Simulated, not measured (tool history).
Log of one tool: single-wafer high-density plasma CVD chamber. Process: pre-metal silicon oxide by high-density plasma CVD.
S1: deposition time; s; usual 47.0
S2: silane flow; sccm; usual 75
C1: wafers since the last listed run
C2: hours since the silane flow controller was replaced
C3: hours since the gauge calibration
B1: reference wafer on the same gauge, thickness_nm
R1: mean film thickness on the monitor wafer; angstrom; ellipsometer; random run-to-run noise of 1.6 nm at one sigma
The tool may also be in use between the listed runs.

| run | hour | S1 | S2 | C1 | C2 | C3 | B1 | R1 |
|---|---|---|---|---|---|---|---|---|
| 1 | 0.0 | 50.7 | 64 | 0 | 2757.4 | 280.2 | 340.002 | 3247.08 |
| 2 | 43.8 | 50.7 | 64 | 862 | 2801.2 | 324.0 | 340.208 | 3229.24 |
| 3 | 133.4 | 47.0 | 82 | 1763 | 2890.8 | 413.6 | 340.323 | 3843.35 |
| 4 | 234.5 | 47.0 | 82 | 1990 | 2991.9 | 514.7 | 339.424 | 3819.34 |
| 5 | 350.8 | 52.9 | 67 | 2289 | 3108.2 | 631.0 | 340.762 | 3526.31 |
| 6 | 403.5 | 43.7 | 67 | 1037 | 3160.9 | 683.7 | 339.964 | 2920.33 |
| 7 | 463.0 | 47.0 | 75 | 1171 | 3220.4 | 743.2 | 339.995 | 3486.18 |
| 8 | 507.3 | 52.5 | 75 | 872 | 3264.7 | 787.5 | 339.951 | 3930.05 |
| 9 | 563.2 | 47.0 | 75 | 1100 | 3320.6 | 843.4 | 339.794 | 3481.74 |
| 10 | 611.4 | 47.0 | 75 | 948 | 3368.8 | 891.6 | 340.378 | 3498.38 |
| 11 | 659.2 | 47.0 | 65 | 941 | 3416.6 | 939.4 | 340.037 | 3040.93 |
| 12 | 714.3 | 47.0 | 75 | 1084 | 3471.7 | 994.5 | 339.664 | 3460.43 |
| 13 | 777.0 | 47.0 | 75 | 1234 | 3534.4 | 1057.2 | 339.775 | 3498.51 |
| 14 | 838.4 | 47.0 | 75 | 1208 | 3595.8 | 1118.6 | 340.228 | 3501.72 |
| 15 | 895.5 | 47.0 | 71 | 1124 | 3652.9 | 1175.7 | 339.790 | 3335.15 |
|  | 957.1 | silane flow controller replaced |
| 16 | 1000.7 | 47.0 | 71 | 1913 | 43.6 | 1280.9 | 340.209 | 3298.37 |
|  | 1034.6 | gauge calibrated |
| 17 | 1083.4 | 52.4 | 64 | 1628 | 126.3 | 48.8 | 340.330 | 3331.75 |
| 18 | 1164.1 | 47.0 | 75 | 1588 | 207.0 | 129.5 | 339.933 | 3526.68 |
| 19 | 1209.6 | 47.0 | 75 | 895 | 252.5 | 175.0 | 339.875 | 3507.18 |
| 20 | 1275.2 | 43.6 | 65 | 1291 | 318.1 | 240.6 | 339.850 | 2850.31 |
| 21 | 1344.9 | 47.0 | 83 | 1372 | 387.8 | 310.3 | 340.311 | 3835.96 |
| 22 | 1406.1 | 55.4 | 70 | 1204 | 449.0 | 371.5 | 339.769 | 3838.95 |
| 23 | 1464.2 | 47.0 | 75 | 1143 | 507.1 | 429.6 | 340.357 | 3500.38 |
| 24 | 1553.2 | 47.0 | 75 | 1752 | 596.1 | 518.6 | 339.801 | 3501.08 |
| 25 | 1651.8 | 47.0 | 75 | 1941 | 694.7 | 617.2 | 339.452 | 3485.96 |
| 26 | 1720.7 | 40.9 | 75 | 1356 | 763.6 | 686.1 | 339.975 | 3040.48 |
| 27 | 1810.0 | 56.2 | 75 | 1758 | 852.9 | 775.4 | 340.048 | 4215.62 |
| 28 | 1907.4 | 47.0 | 75 | 1917 | 950.3 | 872.8 | 340.132 | 3475.76 |
| 29 | 1971.2 | 40.6 | 63 | 1256 | 1014.1 | 936.6 | 339.784 | 2563.51 |
| 30 | 2063.6 | 54.1 | 75 | 1819 | 1106.5 | 1029.0 | 340.325 | 4035.15 |
| 31 | 2148.4 | 55.6 | 81 | 1669 | 1191.3 | 1113.8 | 340.190 | 4474.71 |
| 32 | 2188.4 | 51.3 | 66 | 787 | 1231.3 | 1153.8 | 340.338 | 3396.18 |

What the log doesn't show, run by run:
delivered silane flow above the setpoint (%): 0, the same for each run
gauge reads high (%): 0, the same for each run

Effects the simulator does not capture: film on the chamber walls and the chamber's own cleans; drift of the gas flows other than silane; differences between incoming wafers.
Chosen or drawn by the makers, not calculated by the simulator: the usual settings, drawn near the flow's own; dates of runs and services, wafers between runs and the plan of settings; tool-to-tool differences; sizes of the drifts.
